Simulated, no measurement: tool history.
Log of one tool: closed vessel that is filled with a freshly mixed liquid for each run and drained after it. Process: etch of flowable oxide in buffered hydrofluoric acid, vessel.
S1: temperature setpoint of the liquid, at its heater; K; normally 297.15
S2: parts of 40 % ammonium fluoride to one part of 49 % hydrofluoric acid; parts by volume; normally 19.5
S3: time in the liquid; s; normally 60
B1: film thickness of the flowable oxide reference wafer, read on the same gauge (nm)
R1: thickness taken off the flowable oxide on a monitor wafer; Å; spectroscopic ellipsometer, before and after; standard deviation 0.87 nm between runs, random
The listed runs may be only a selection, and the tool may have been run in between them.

Run 1, hour 0.0: usual settings; B1 39.99. Result: R1 1736.3 Å.
Run 2, hour 12.7: usual settings; B1 40.02. Result: R1 1747.7 Å.
Run 3, hour 33.9: usual settings; B1 40.02. Result: R1 1732.3 Å.
Run 4, hour 61.9: usual settings; B1 39.97. Result: R1 1719.5 Å.
Run 5, hour 92.5: usual settings; B1 40.01. Result: R1 1738.1 Å.
Run 6, hour 118.0: usual settings; B1 40.00. Result: R1 1737.0 Å.
Run 7, hour 153.5: usual settings; B1 40.04. Result: R1 1731.9 Å.
At hour 155.0: hydrofluoric acid flow meter replaced.
Run 8, hour 173.7: usual settings; B1 40.01. Result: R1 1920.3 Å.
Run 9, hour 188.5: usual settings but S3 80 s; B1 39.98. Result: R1 2568.3 Å.
At hour 225.4: gauge calibrated.
At hour 234.3: thermometer replaced.
Run 10, hour 237.6: usual settings; B1 39.99. Result: R1 1729.3 Å.
Run 11, hour 267.7: usual settings but S1 298.65 K, S2 22.5 parts by volume, S3 70 s; B1 40.00. Result: R1 1960.7 Å.

Estimate the outcome of run 12 from the log above:
Run 12, hour 279.7: usual settings but S2 15.0 parts by volume, S3 90 s; B1 ?. Result: R1 ?.

Logged for run 12: B1 39.98, R1 3318.7 Å.
With no hidden state in the tool, this same run would have given R1 3286.4 Å.

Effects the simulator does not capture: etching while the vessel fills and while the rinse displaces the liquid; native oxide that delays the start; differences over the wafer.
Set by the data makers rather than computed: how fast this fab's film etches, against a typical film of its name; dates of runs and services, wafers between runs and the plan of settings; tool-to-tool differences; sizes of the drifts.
